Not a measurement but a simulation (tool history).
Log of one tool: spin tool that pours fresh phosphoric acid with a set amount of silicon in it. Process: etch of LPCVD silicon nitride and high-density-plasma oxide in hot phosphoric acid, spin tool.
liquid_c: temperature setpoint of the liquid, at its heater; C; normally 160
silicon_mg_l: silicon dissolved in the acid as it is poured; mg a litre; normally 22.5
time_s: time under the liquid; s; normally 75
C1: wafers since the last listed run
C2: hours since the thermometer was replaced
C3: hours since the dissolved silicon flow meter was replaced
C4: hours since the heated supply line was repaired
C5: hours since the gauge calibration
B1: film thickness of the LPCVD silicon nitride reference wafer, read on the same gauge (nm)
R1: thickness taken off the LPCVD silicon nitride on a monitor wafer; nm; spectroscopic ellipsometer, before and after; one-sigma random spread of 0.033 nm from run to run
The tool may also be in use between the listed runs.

Run 1, hour 0: usual settings; C1 0; C2 2456.2; C3 225.6; C4 579.1; C5 750; B1 139.98. Result: R1 5.94 nm.
Run 2, hour 102.3: usual settings; C1 1085; C2 2558.5; C3 327.9; C4 681.4; C5 852.3; B1 139.99. Result: R1 5.93 nm.
Run 3, hour 371.9: usual settings; C1 2861; C2 2828.1; C3 597.5; C4 951; C5 1121.9; B1 140.04. Result: R1 5.95 nm.
Run 4, hour 429.1: usual settings; C1 607; C2 2885.3; C3 654.7; C4 1008.2; C5 1179.1; B1 140.04. Result: R1 5.97 nm.
At hour 450.4: dissolved silicon flow meter replaced.
At hour 460: gauge calibrated.
Run 5, hour 494.3: usual settings; C1 681; C2 2950.5; C3 43.9; C4 1073.4; C5 34.3; B1 140.03. Result: R1 5.89 nm.
At hour 547.5: thermometer replaced.
Run 6, hour 596.8: usual settings; C1 1077; C2 49.3; C3 146.4; C4 1175.9; C5 136.8; B1 140.01. Result: R1 5.89 nm.
At hour 668.1: heated supply line repaired.
Run 7, hour 693.6: usual settings; C1 1016; C2 146.1; C3 243.2; C4 25.5; C5 233.6; B1 139.98. Result: R1 5.85 nm.
Run 8, hour 793.1: usual settings; C1 1056; C2 245.6; C3 342.7; C4 125; C5 333.1; B1 140. Result: R1 5.85 nm.
Run 9, hour 893.6: usual settings but liquid_c 158 C, time_s 90 s; C1 1066; C2 346.1; C3 443.2; C4 225.5; C5 433.6; B1 140. Result: R1 6.66 nm.

Run 10 comes next. What will it give?
Run 10, hour 972: usual settings; C1 832; C2 424.5; C3 521.6; C4 303.9; C5 512; B1 ?. Result: R1 ?.

B1: 140.03
R1: 5.93 nm
Minus the tool's unlogged condition, the same run would have read R1 5.93 nm.
